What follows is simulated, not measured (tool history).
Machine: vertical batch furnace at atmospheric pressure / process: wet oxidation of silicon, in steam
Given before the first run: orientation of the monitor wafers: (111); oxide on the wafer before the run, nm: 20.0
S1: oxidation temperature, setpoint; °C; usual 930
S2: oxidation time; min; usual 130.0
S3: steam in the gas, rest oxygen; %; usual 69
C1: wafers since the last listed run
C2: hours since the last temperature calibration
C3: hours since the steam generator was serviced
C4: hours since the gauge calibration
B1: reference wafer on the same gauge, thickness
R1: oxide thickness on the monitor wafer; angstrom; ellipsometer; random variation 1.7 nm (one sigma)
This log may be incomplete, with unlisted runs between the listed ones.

run,day,S1,S2,S3,C1,C2,C3,C4,B1,R1
1,0.000,930,130.0,69,0,2902.0,2003.8,1120.7,332.00,3936.9
2,1.158,930,130.0,69,223,2929.8,2031.6,1148.5,331.82,3933.7
3,3.150,930,130.0,69,384,2977.6,2079.4,1196.3,331.81,3902.2
4,5.117,930,130.0,69,379,3024.8,2126.6,1243.5,331.71,3912.2
5,6.779,930,130.0,69,320,3064.7,2166.5,1283.4,332.22,3933.5
6,9.604,930,130.0,69,544,3132.5,2234.3,1351.2,332.03,3904.9
7,11.946,930,130.0,69,451,3188.7,2290.5,1407.4,332.11,3889.5
8,13.717,930,130.0,69,341,3231.2,2333.0,1449.9,331.91,3895.9
9,14.746,930,130.0,69,198,3255.9,2357.7,1474.6,332.27,3897.5
10,17.162,930,130.0,69,466,3313.9,2415.7,1532.6,332.11,3885.9
11,19.088,930,173.0,69,371,3360.1,2461.9,1578.8,332.12,4698.3
12,21.875,930,173.0,69,537,3427.0,2528.8,1645.7,331.93,4691.4
# day 23.392: thermocouples replaced and temperature profile calibrated
13,24.629,930,130.0,75,338,29.7,2594.9,1711.8,331.95,4078.7
# day 26.338: gauge calibrated
14,27.358,930,130.0,77,526,95.2,2660.4,24.5,331.75,4143.2
15,30.033,930,130.0,77,515,159.4,2724.6,88.7,332.16,4164.4
16,32.612,930,130.0,77,497,221.3,2786.5,150.6,331.87,4121.6
17,33.646,908,183.5,79,199,246.1,2811.3,175.4,332.02,4523.7
# day 36.279: steam generator serviced
18,36.300,910,84.5,69,319,309.8,0.5,239.1,331.70,2552.0
19,38.929,930,175.5,72,507,372.9,63.6,302.2,331.81,5103.7
20,40.688,930,130.0,69,339,415.1,105.8,344.4,332.00,4053.0
21,46.850,948,150.0,60,1188,563.0,253.7,492.3,332.11,4589.1
22,48.504,930,176.0,64,319,602.7,293.4,532.0,331.68,4723.9
23,51.317,919,188.5,69,542,670.2,360.9,599.5,331.77,4835.0
24,52.921,930,130.0,69,309,708.7,399.4,638.0,332.07,4033.5
25,54.000,930,130.0,80,208,734.6,425.3,663.9,331.81,4451.2
26,55.738,919,188.5,69,335,776.3,467.0,705.6,331.80,4813.2
27,58.488,940,110.0,65,530,842.3,533.0,771.6,331.80,3697.0
28,59.871,930,130.0,77,266,875.5,566.2,804.8,331.96,4321.9
29,62.746,951,109.0,63,554,944.5,635.2,873.8,332.05,3916.5
30,65.275,911,69.5,57,487,1005.2,695.9,934.5,332.08,1930.5
31,67.088,953,180.5,69,349,1048.7,739.4,978.0,331.90,5828.1
32,68.788,917,170.5,69,327,1089.5,780.2,1018.8,331.97,4392.2
33,69.888,940,66.5,69,212,1115.9,806.6,1045.2,331.96,2738.3
34,72.154,930,130.0,69,437,1170.3,861.0,1099.6,332.19,4030.7
35,73.721,930,130.0,57,302,1207.9,898.6,1137.2,332.22,3535.4
36,74.946,914,66.5,62,236,1237.3,928.0,1166.6,332.02,2049.6
37,77.892,921,130.0,59,568,1308.0,998.7,1237.3,331.84,3386.2
38,80.033,930,130.0,69,413,1359.4,1050.1,1288.7,332.01,4039.8

Had the tool no unlogged condition, and each run kept its random variation, what would the results have been?
The tool's hidden condition here consists of: true tube temperature minus thermocouple reading, K; steam share off its setpoint, % of the setpoint; gauge reads high (%).
run,R1
1,4062.6
2,4062.6
3,4035.7
4,4051.8
5,4078.9
6,4057.9
7,4049.4
8,4061.8
9,4066.8
10,4063.0
11,4914.9
12,4919.3
13,4291.1
14,4369.5
15,4402.9
16,4368.6
17,4804.8
18,2557.3
19,5113.2
20,4061.0
21,4599.4
22,4735.4
23,4848.4
24,4045.6
25,4465.0
26,4829.4
27,3711.2
28,4339.4
29,3934.3
30,1941.6
31,5858.5
32,4419.0
33,2756.3
34,4058.9
35,3562.2
36,2067.1
37,3416.9
38,4078.2

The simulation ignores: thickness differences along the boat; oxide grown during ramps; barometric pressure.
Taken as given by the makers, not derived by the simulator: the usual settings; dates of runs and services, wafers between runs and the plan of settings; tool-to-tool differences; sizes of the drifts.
